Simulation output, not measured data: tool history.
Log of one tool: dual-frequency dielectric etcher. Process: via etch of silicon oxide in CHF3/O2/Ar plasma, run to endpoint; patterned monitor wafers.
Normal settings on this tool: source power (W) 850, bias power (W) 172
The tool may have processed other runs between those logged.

| run | hour | source power (W) | bias power (W) | wafers since the last listed run | hours since the last wet clean | hours since the last source power generator calibration | hours since the last bias power generator calibration | hours since the last upper electrode change | incoming incoming film thickness, nm | endpoint time (s) |
|---|---|---|---|---|---|---|---|---|---|---|
| 1 | 0.0 | 850 | 172 | 0 | 224.4 | 3866.2 | 4815.2 | 2814.7 | 546.9 | 233.1 |
| 2 | 17.0 | 850 | 172 | 72 | 241.4 | 3883.2 | 4832.2 | 2831.7 | 549.9 | 230.8 |
| 3 | 49.1 | 930 | 172 | 137 | 273.5 | 3915.3 | 4864.3 | 2863.8 | 547.0 | 224.9 |
| 4 | 81.6 | 930 | 172 | 139 | 306.0 | 3947.8 | 4896.8 | 2896.3 | 549.2 | 225.9 |
| 5 | 107.8 | 930 | 172 | 112 | 332.2 | 3974.0 | 4923.0 | 2922.5 | 542.5 | 225.8 |
| 6 | 120.2 | 850 | 172 | 53 | 344.6 | 3986.4 | 4935.4 | 2934.9 | 548.0 | 235.5 |
| 7 | 151.2 | 850 | 172 | 133 | 375.6 | 4017.4 | 4966.4 | 2965.9 | 549.7 | 234.0 |
| 8 | 182.3 | 1010 | 172 | 133 | 406.7 | 4048.5 | 4997.5 | 2997.0 | 550.1 | 221.8 |
| 9 | 211.7 | 1010 | 172 | 126 | 436.1 | 4077.9 | 5026.9 | 3026.4 | 539.8 | 218.8 |
| 10 | 231.8 | 850 | 198 | 86 | 456.2 | 4098.0 | 5047.0 | 3046.5 | 543.4 | 217.5 |
|  | 266.8 | upper electrode replaced |
| 11 | 267.3 | 850 | 172 | 49 | 491.7 | 4133.5 | 5082.5 | 0.5 | 547.2 | 232.8 |
| 12 | 278.2 | 850 | 172 | 46 | 502.6 | 4144.4 | 5093.4 | 11.4 | 547.5 | 233.0 |
| 13 | 295.4 | 850 | 172 | 73 | 519.8 | 4161.6 | 5110.6 | 28.6 | 545.6 | 229.1 |
|  | 322.2 | wet clean of the chamber |
| 14 | 322.7 | 850 | 172 | 14 | 0.5 | 4188.9 | 5137.9 | 55.9 | 546.0 | 229.4 |
| 15 | 328.3 | 790 | 183 | 24 | 6.1 | 4194.5 | 5143.5 | 61.5 | 540.8 | 229.4 |
|  | 340.3 | bias power generator calibrated |
| 16 | 345.9 | 960 | 198 | 58 | 23.7 | 4212.1 | 5.6 | 79.1 | 549.3 | 216.0 |
| 17 | 363.5 | 650 | 155 | 75 | 41.3 | 4229.7 | 23.2 | 96.7 | 544.4 | 262.6 |
| 18 | 378.7 | 650 | 155 | 65 | 56.5 | 4244.9 | 38.4 | 111.9 | 552.8 | 261.5 |
| 19 | 404.5 | 850 | 142 | 110 | 82.3 | 4270.7 | 64.2 | 137.7 | 547.7 | 249.7 |
| 20 | 417.0 | 680 | 131 | 53 | 94.8 | 4283.2 | 76.7 | 150.2 | 549.6 | 275.4 |
|  | 424.5 | source power generator calibrated |
| 21 | 438.8 | 760 | 139 | 76 | 116.6 | 14.3 | 98.5 | 172.0 | 546.4 | 259.9 |
| 22 | 471.7 | 700 | 205 | 141 | 149.5 | 47.2 | 131.4 | 204.9 | 547.9 | 231.2 |
| 23 | 563.9 | 850 | 151 | 395 | 241.7 | 139.4 | 223.6 | 297.1 | 547.2 | 243.6 |
| 24 | 597.0 | 1000 | 157 | 142 | 274.8 | 172.5 | 256.7 | 330.2 | 542.4 | 223.9 |
| 25 | 631.2 | 850 | 172 | 146 | 309.0 | 206.7 | 290.9 | 364.4 | 545.7 | 232.7 |
| 26 | 665.0 | 850 | 172 | 145 | 342.8 | 240.5 | 324.7 | 398.2 | 551.3 | 235.4 |

Give the tool's hidden conditions for every run:
etch rate over this chamber's usual, %: 0 across all the runs
source power that arrives over what is set, %: 0 across all the runs
bias power that arrives over what is set, %: 0 across all the runs
